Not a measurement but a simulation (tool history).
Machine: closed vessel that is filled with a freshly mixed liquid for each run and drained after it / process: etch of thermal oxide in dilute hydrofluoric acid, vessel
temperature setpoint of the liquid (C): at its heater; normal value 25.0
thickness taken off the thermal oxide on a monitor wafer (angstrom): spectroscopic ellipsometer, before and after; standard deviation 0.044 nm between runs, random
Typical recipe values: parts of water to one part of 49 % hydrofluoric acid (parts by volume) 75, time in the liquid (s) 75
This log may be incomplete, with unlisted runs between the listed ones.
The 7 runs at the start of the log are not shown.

| run | hour | temperature setpoint of the liquid (C) | parts of water to one part of 49 % hydrofluoric acid (parts by volume) | time in the liquid (s) | wafers since the last listed run | hours since the thermometer was replaced | hours since the hydrofluoric acid flow meter was replaced | hours since the gauge calibration | read-back film thickness of the thermal oxide reference wafer, read on the same gauge (nm) | thickness taken off the thermal oxide on a monitor wafer (angstrom) |
|---|---|---|---|---|---|---|---|---|---|---|
|  | 91.2 | hydrofluoric acid flow meter replaced |
| 8 | 91.7 | 25.0 | 75 | 75 | 1572 | 1371.1 | 0.5 | 31.8 | 130.00 | 48.0 |
| 9 | 108.3 | 25.0 | 75 | 75 | 1919 | 1387.7 | 17.1 | 48.4 | 130.02 | 47.8 |
| 10 | 125.8 | 25.0 | 75 | 75 | 2023 | 1405.2 | 34.6 | 65.9 | 129.99 | 47.6 |
| 11 | 133.4 | 25.0 | 75 | 75 | 878 | 1412.8 | 42.2 | 73.5 | 129.93 | 48.1 |
| 12 | 156.5 | 25.0 | 75 | 75 | 2670 | 1435.9 | 65.3 | 96.6 | 130.00 | 47.7 |
| 13 | 167.3 | 25.0 | 100 | 75 | 1248 | 1446.7 | 76.1 | 107.4 | 129.99 | 34.3 |
| 14 | 185.3 | 25.0 | 75 | 75 | 2081 | 1464.7 | 94.1 | 125.4 | 130.02 | 47.4 |
| 15 | 197.5 | 25.0 | 65 | 40 | 1410 | 1476.9 | 106.3 | 137.6 | 130.04 | 29.7 |
| 16 | 207.7 | 30.0 | 40 | 95 | 1179 | 1487.1 | 116.5 | 147.8 | 129.93 | 142.5 |
| 17 | 229.1 | 29.5 | 100 | 75 | 2474 | 1508.5 | 137.9 | 169.2 | 129.97 | 40.4 |
| 18 | 246.1 | 29.5 | 40 | 35 | 1965 | 1525.5 | 154.9 | 186.2 | 130.04 | 52.1 |
| 19 | 259.3 | 25.0 | 65 | 75 | 1526 | 1538.7 | 168.1 | 199.4 | 129.98 | 54.8 |
| 20 | 269.0 | 25.0 | 75 | 75 | 1121 | 1548.4 | 177.8 | 209.1 | 130.02 | 47.6 |
| 21 | 278.2 | 25.0 | 75 | 75 | 1063 | 1557.6 | 187.0 | 218.3 | 130.02 | 47.4 |
| 22 | 290.2 | 25.0 | 75 | 75 | 1387 | 1569.6 | 199.0 | 230.3 | 129.95 | 46.6 |
| 23 | 301.4 | 22.0 | 95 | 45 | 1294 | 1580.8 | 210.2 | 241.5 | 129.98 | 19.1 |
|  | 303.2 | thermometer replaced |
| 24 | 318.8 | 25.0 | 75 | 100 | 1896 | 15.6 | 227.6 | 258.9 | 130.00 | 62.6 |
| 25 | 332.3 | 25.0 | 45 | 75 | 1560 | 29.1 | 241.1 | 272.4 | 130.01 | 81.0 |
| 26 | 347.4 | 29.5 | 90 | 75 | 1745 | 44.2 | 256.2 | 287.5 | 130.01 | 45.3 |

Run 27 comes next. What will it give?
| 27 | 356.7 | 25.0 | 75 | 75 | 1075 | 53.5 | 265.5 | 296.8 | ? | ? |

{"run 27": {"read-back film thickness of the thermal oxide reference wafer, read on the same gauge (nm)": 129.99, "thickness taken off the thermal oxide on a monitor wafer (angstrom)": 46.4}}
Were there no unlogged condition in the tool, this run, its random variation unchanged, would have produced thickness taken off the thermal oxide on a monitor wafer (angstrom) 48.4.
